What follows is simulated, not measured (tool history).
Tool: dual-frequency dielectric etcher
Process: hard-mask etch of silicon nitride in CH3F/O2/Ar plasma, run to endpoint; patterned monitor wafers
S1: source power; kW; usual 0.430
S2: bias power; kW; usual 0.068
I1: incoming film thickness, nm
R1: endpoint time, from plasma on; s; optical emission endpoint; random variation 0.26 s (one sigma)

run      day     S1     S2     I1    R1
  1    0.000  0.430  0.068  46.61  68.9
  2    1.658  0.430  0.068  46.56  68.4
       3.767  -- upper electrode replaced
  3    3.967  0.430  0.068  46.09  67.6
  4    7.296  0.430  0.068  46.79  68.6
  5    9.975  0.430  0.075  46.81  65.1
  6   12.371  0.430  0.075  46.26  63.7
  7   16.767  0.430  0.075  46.41  64.3
  8   20.846  0.380  0.059  46.28  79.1
      22.671  -- wet clean of the chamber
  9   25.046  0.380  0.059  46.29  78.9
 10   28.979  0.380  0.059  46.05  78.2
 11   32.012  0.500  0.075  46.39  58.8
 12   35.008  0.500  0.075  46.16  58.5
 13   37.488  0.500  0.075  46.89  59.2
 14   40.738  0.430  0.078  46.13  62.4
      43.592  -- source power generator calibrated
 15   44.325  0.510  0.068  46.04  60.9
 16   48.788  0.510  0.068  46.10  60.9
      51.183  -- wet clean of the chamber
 17   52.929  0.500  0.068  46.33  61.8
 18   56.883  0.430  0.068  46.34  67.4
 19   60.438  0.400  0.080  46.42  64.2
 20   63.767  0.480  0.068  47.04  63.7
 21   67.279  0.430  0.068  46.91  67.8
 22   71.717  0.390  0.079  46.62  65.7
 23   73.292  0.500  0.083  46.63  56.0
 24   76.512  0.430  0.068  46.20  66.3
 25   79.900  0.470  0.068  46.33  63.8
      81.221  -- wet clean of the chamber
      81.971  -- upper electrode replaced
 26   83.621  0.500  0.075  46.61  58.5
 27   90.146  0.350  0.083  46.01  67.7
 28   94.250  0.430  0.068  46.17  66.1
      95.079  -- bias power generator calibrated
 29   96.504  0.430  0.068  46.41  69.0
 30   98.983  0.530  0.068  46.37  60.8
 31  101.312  0.320  0.061  46.02  88.3
 32  105.321  0.500  0.074  46.54  60.2
 33  108.508  0.460  0.056  46.40  73.4
     110.321  -- wet clean of the chamber
 34  110.688  0.430  0.068  46.37  68.5
 35  122.525  0.380  0.076  46.43  69.5
 36  124.671  0.500  0.056  46.47  70.5

Measured less the same run without the tool's hidden state. The same run-to-run variation is in both; the gauge's scatter may not be:
The hidden state here: etch rate over this chamber's usual, %; source power that arrives over what is set, %; bias power that arrives over what is set, %.
run    R1
  1  -0.7
  2  -0.6
  3  -0.7
  4  -0.8
  5  -0.7
  6  -0.7
  7  -0.8
  8  -1.0
  9  -1.1
 10  -1.1
 11  -0.9
 12  -0.9
 13  -1.0
 14  -1.1
 15  -1.1
 16  -1.2
 17  -1.2
 18  -1.4
 19  -1.6
 20  -1.5
 21  -1.6
 22  -1.7
 23  -1.4
 24  -1.7
 25  -1.7
 26  -1.6
 27  -2.2
 28  -2.0
 29  -0.1
 30  +0.0
 31  -0.1
 32  -0.1
 33  -0.1
 34  -0.1
 35  -0.1
 36  -0.1
